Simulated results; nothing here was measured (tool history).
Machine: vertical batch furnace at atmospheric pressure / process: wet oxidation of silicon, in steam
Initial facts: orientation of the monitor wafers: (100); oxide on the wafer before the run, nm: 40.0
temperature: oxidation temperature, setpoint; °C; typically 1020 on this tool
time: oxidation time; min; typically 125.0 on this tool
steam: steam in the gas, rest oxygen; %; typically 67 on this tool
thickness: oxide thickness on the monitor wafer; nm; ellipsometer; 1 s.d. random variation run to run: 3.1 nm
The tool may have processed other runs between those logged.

run	hour	temperature	time	steam	wafers since the last listed run	hours since the last temperature calibration	hours since the steam generator was serviced	hours since the gauge calibration	read-back reference wafer on the same gauge, thickness	thickness
1	0.0	1020	162.0	67	0	3192.6	1667.1	264.6	655.83	747.50
2	23.1	1020	125.0	67	176	3215.7	1690.2	287.7	653.70	638.99
3	32.9	1020	125.0	67	74	3225.5	1700.0	297.5	654.13	637.99
4	49.1	1020	125.0	67	123	3241.7	1716.2	313.7	655.15	634.51
5	75.2	1020	125.0	67	199	3267.8	1742.3	339.8	654.73	635.54
6	143.1	1020	125.0	67	519	3335.7	1810.2	407.7	655.03	639.31
7	166.5	1020	125.0	67	179	3359.1	1833.6	431.1	655.12	639.24
8	189.9	1020	125.0	67	179	3382.5	1857.0	454.5	655.83	634.58
9	203.8	1020	125.0	67	106	3396.4	1870.9	468.4	655.44	635.43
# hour 230.5: steam generator serviced
10	246.0	1020	125.0	67	139	3438.6	15.5	510.6	654.38	644.51
11	273.6	1035	125.0	67	211	3466.2	43.1	538.2	654.70	694.36
# hour 279.5: gauge calibrated
12	299.6	1020	125.0	67	198	3492.2	69.1	20.1	654.18	644.94
13	319.6	1020	79.0	67	153	3512.2	89.1	40.1	655.43	485.23
14	333.2	999	125.0	55	104	3525.8	102.7	53.7	655.24	499.22
15	357.3	1005	63.5	56	184	3549.9	126.8	77.8	654.85	338.97
16	371.2	1020	125.0	78	106	3563.8	140.7	91.7	654.80	702.62
# hour 411.3: thermocouples replaced and temperature profile calibrated
17	411.8	1008	81.5	64	127	0.5	181.3	132.3	655.39	445.03
18	423.3	1041	92.0	67	87	12.0	192.8	143.8	654.38	594.57
19	439.9	1020	65.5	60	127	28.6	209.4	160.4	653.81	400.56
20	452.2	1020	143.5	70	94	40.9	221.7	172.7	655.11	712.87
21	469.6	1027	76.0	77	133	58.3	239.1	190.1	654.78	536.87
22	487.7	1020	125.0	67	138	76.4	257.2	208.2	653.68	640.50
23	507.5	1040	125.0	67	151	96.2	277.0	228.0	654.27	709.59
24	535.0	1020	125.0	67	210	123.7	304.5	255.5	655.01	638.95

Across each entry between runs, compare the hidden state at the last listed run before it with the hidden state at the first listed run after it:
Runs 9 to 10: steam generator serviced (hour 230.5)
  no difference in the tool's unlogged condition between these two runs
Runs 11 to 12: gauge calibrated (hour 279.5)
  no difference in the tool's unlogged condition between these two runs
Runs 16 to 17: thermocouples replaced and temperature profile calibrated (hour 411.3)
  no difference in the tool's unlogged condition between these two runs
